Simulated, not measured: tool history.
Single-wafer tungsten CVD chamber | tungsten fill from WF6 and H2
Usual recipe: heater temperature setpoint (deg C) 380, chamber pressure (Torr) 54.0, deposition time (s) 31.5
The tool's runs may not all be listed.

run	day	heater temperature setpoint (deg C)	chamber pressure (Torr)	deposition time (s)	read-back reference wafer on the same gauge, thickness_nm	mean film thickness on the monitor wafer (Å)
1	0.000	380	54.0	31.5	90.953	910.64
2	2.683	380	54.0	31.5	90.677	912.96
3	4.808	380	54.0	31.5	90.787	912.78
4	7.125	386	54.0	31.5	90.911	1046.00
5	11.058	380	54.0	31.5	90.856	927.29
6	15.021	380	54.0	31.5	90.747	933.91
7	18.679	380	54.0	31.5	90.642	930.53
8	22.750	380	54.0	31.5	90.921	911.95
9	26.746	380	54.0	31.5	90.764	915.22
10	29.142	380	54.0	31.5	90.752	921.05
11	32.250	393	58.5	35.2	90.902	1426.62
12	35.396	380	41.3	31.5	90.837	820.58
13	37.592	392	63.8	35.2	90.922	1474.38
14	42.012	372	54.0	31.5	90.850	786.63
15	46.504	380	58.8	27.4	90.778	809.18
16	52.088	389	43.4	35.4	90.635	1117.24
17	58.983	386	43.5	35.2	90.975	1040.28
18	61.379	380	54.0	31.5	90.885	911.65

Put back what was entered between runs (5 entries, withheld): which listed runs does each sit between, and how does the hidden state differ from the listed run before to the listed run after?
Between runs 5 and 6: gauge calibrated (day 11.788)
  wafer temperature above the value expected at the setpoint (K): 1.29 -> 1.44; true pressure above the setpoint (%): 7.53 -> 7.67
  difference, measured minus the result without the unlogged condition, mean film thickness on the monitor wafer (Å): +55.47 -> +59.30
Between runs 7 and 8: capacitance manometer re-zeroed and calibrated (day 19.629)
  wafer temperature above the value expected at the setpoint (K): 1.58 -> 1.74; true pressure above the setpoint (%): 7.76 -> 2.2
  difference, measured minus the result without the unlogged condition, mean film thickness on the monitor wafer (Å): +62.12 -> +42.89
Between runs 13 and 14: showerhead replaced (day 38.908)
  wafer temperature above the value expected at the setpoint (K): 2.31 -> 2.48; true pressure above the setpoint (%): 6.5 -> 7.15
  difference, measured minus the result without the unlogged condition, mean film thickness on the monitor wafer (Å): +107.38 -> +66.58
Between runs 14 and 15: thermocouple changed; heater temperature recalibrated (day 43.879); gauge calibrated (day 45.554)
  wafer temperature above the value expected at the setpoint (K): 2.48 -> -0.0558; true pressure above the setpoint (%): 7.15 -> 7.64
  difference, measured minus the result without the unlogged condition, mean film thickness on the monitor wafer (Å): +66.58 -> +25.88

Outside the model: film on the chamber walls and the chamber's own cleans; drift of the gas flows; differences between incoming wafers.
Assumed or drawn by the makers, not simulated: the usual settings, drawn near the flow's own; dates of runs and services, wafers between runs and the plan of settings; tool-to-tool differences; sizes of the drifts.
